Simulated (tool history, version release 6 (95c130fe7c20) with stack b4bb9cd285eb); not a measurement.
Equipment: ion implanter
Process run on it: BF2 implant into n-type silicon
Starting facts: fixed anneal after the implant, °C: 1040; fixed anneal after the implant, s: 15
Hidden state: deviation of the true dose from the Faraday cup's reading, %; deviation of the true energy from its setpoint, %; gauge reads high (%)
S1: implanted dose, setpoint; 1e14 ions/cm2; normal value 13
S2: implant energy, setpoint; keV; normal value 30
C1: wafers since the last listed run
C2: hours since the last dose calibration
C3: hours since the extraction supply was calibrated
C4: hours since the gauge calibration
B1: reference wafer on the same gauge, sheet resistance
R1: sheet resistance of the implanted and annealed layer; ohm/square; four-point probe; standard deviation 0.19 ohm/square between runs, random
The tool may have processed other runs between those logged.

{"run": 1, "hour": 0.0, "S1": 13, "S2": 36.5, "C1": 0, "C2": 966.2, "C3": 2898.6, "C4": 197.8, "B1": 117.04, "R1": 120.38}
{"run": 2, "hour": 58.3, "S1": 13, "S2": 36.5, "C1": 1161, "C2": 1024.5, "C3": 2956.9, "C4": 256.1, "B1": 117.05, "R1": 120.21}
{"run": 3, "hour": 99.5, "S1": 13, "S2": 30, "C1": 820, "C2": 1065.7, "C3": 2998.1, "C4": 297.3, "B1": 117.02, "R1": 128.19}
{"run": 4, "hour": 155.8, "S1": 13, "S2": 30, "C1": 1121, "C2": 1122, "C3": 3054.4, "C4": 353.6, "B1": 116.98, "R1": 127.78}
{"run": 5, "hour": 451.4, "S1": 13, "S2": 30, "C1": 5887, "C2": 1417.6, "C3": 3350, "C4": 649.2, "B1": 116.98, "R1": 128.39}
{"hour": 503.0, "done": "Faraday cup replaced and dose calibrated"}
{"run": 6, "hour": 514.8, "S1": 13, "S2": 30, "C1": 1103, "C2": 11.8, "C3": 3413.4, "C4": 712.6, "B1": 116.97, "R1": 127.58}
{"run": 7, "hour": 593.2, "S1": 13, "S2": 30, "C1": 1561, "C2": 90.2, "C3": 3491.8, "C4": 791, "B1": 116.96, "R1": 127.67}
{"run": 8, "hour": 655.2, "S1": 13, "S2": 30, "C1": 1234, "C2": 152.2, "C3": 3553.8, "C4": 853, "B1": 116.97, "R1": 127.48}
{"hour": 763.5, "done": "extraction supply calibrated"}
{"run": 9, "hour": 764.0, "S1": 13, "S2": 30, "C1": 2007, "C2": 261, "C3": 0.5, "C4": 961.8, "B1": 116.99, "R1": 126.6}
{"run": 10, "hour": 834.6, "S1": 13, "S2": 30, "C1": 1406, "C2": 331.6, "C3": 71.1, "C4": 1032.4, "B1": 117.06, "R1": 126.51}
{"run": 11, "hour": 929.5, "S1": 10.07, "S2": 20, "C1": 1890, "C2": 426.5, "C3": 166, "C4": 1127.3, "B1": 117.05, "R1": 162.35}
{"hour": 955.5, "done": "gauge calibrated"}
{"run": 12, "hour": 982.0, "S1": 10.13, "S2": 36, "C1": 1045, "C2": 479, "C3": 218.5, "C4": 26.5, "B1": 116.98, "R1": 137.47}
{"run": 13, "hour": 1052.5, "S1": 13, "S2": 30, "C1": 1404, "C2": 549.5, "C3": 289, "C4": 97, "B1": 117.04, "R1": 127.21}
{"run": 14, "hour": 1106.1, "S1": 14.37, "S2": 30, "C1": 1067, "C2": 603.1, "C3": 342.6, "C4": 150.6, "B1": 116.98, "R1": 122.74}
{"run": 15, "hour": 1151.6, "S1": 13, "S2": 39.5, "C1": 906, "C2": 648.6, "C3": 388.1, "C4": 196.1, "B1": 117.07, "R1": 116.73}
{"run": 16, "hour": 1247.9, "S1": 15.4, "S2": 33, "C1": 1918, "C2": 744.9, "C3": 484.4, "C4": 292.4, "B1": 116.99, "R1": 116.31}
{"run": 17, "hour": 1296.5, "S1": 13, "S2": 30, "C1": 968, "C2": 793.5, "C3": 533, "C4": 341, "B1": 117.01, "R1": 127.8}

Run 18 comes next. What will it give?
{"run": 18, "hour": 1360.5, "S1": 15.8, "S2": 30, "C1": 1274, "C2": 857.5, "C3": 597, "C4": 405, "B1": "?", "R1": "?"}

Run 18 gave B1 117.05, R1 119.76 ohm/square.
Without the tool's hidden state the same run would have given R1 117.94 ohm/square.

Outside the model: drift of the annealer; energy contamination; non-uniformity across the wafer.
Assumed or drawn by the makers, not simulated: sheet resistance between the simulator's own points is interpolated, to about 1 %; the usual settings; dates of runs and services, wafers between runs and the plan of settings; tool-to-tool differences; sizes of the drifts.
